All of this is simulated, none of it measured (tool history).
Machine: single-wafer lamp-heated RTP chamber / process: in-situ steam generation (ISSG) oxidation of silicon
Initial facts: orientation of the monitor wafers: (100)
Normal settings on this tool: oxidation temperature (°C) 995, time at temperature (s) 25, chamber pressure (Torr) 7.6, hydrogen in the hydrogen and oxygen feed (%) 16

run	hour	oxidation temperature (°C)	time at temperature (s)	chamber pressure (Torr)	hydrogen in the hydrogen and oxygen feed (%)	read-back reference wafer on the same gauge, thickness	oxide thickness on the monitor wafer (angstrom)
1	0	995	25	7.6	16	6.616	60.09
2	17.1	983	25	7.6	16	6.623	57.37
3	34.9	983	25	7.6	16	6.607	56.65
4	44.4	983	25	7.6	16	6.618	57.39
5	53.2	995	25	7.6	23	6.602	65.65
6	64.1	995	25	7.6	23	6.606	64.43
7	79.5	995	25	7.6	16	6.593	59.94
8	93.6	995	25	7.6	16	6.607	60.07
9	101.9	995	25	7.6	16	6.6	59.77
10	112.1	995	25	7.6	16	6.599	60.08
11	122.7	995	25	7.6	16	6.606	60.18
12	132.1	995	25	8.1	16	6.609	60.65
13	145.9	995	25	8.1	16	6.618	59.89
14	165.1	995	25	7.6	22	6.632	64.94
# hour 182.9: hydrogen flow controller replaced
15	183.4	995	25	7.6	16	6.607	59.74
16	187	995	25	7.6	16	6.613	60.25
# hour 200.9: pyrometer window cleaned and pyrometer calibrated
17	201.4	995	28	8	11	6.61	56.53
18	210.5	995	25	7.6	19	6.615	60.3
# hour 213.9: gauge calibrated
# hour 219.3: pressure gauge zeroed
19	226.8	995	25	7.6	16	6.624	58.04
20	233.7	995	25	9.1	16	6.607	57.46
21	241.5	995	25	8.1	16	6.592	57.9
22	252	995	25	8	11	6.605	53.82
23	267.3	983	20	7.6	16	6.609	49.88
24	277.5	995	21	6.9	16	6.606	53.32
25	291.8	1002	20	8.6	16	6.619	54.45
26	304.4	995	25	7.6	16	6.604	59.08
27	311.4	995	25	6.9	13	6.614	55.64

Consider 4 possible next runs. They are alternatives, not a sequence: every one starts from the tool as it was left by run 27. What does each give?
A	311.8	995	25	7.6	16	?	?
B	311.8	995	22	8.7	16	?	?
C	311.8	995	16	7.6	26	?	?
D	311.8	995	19	8.6	12	?	?

run	read-back reference wafer on the same gauge, thickness	oxide thickness on the monitor wafer (angstrom)
A	6.609	58.68
B	6.609	55.08
C	6.609	53.56
D	6.609	48.33
Had the tool no hidden state, the same runs would have come out as:
run	oxide thickness on the monitor wafer (angstrom)
A	57.22
B	53.75
C	52.37
D	47.21
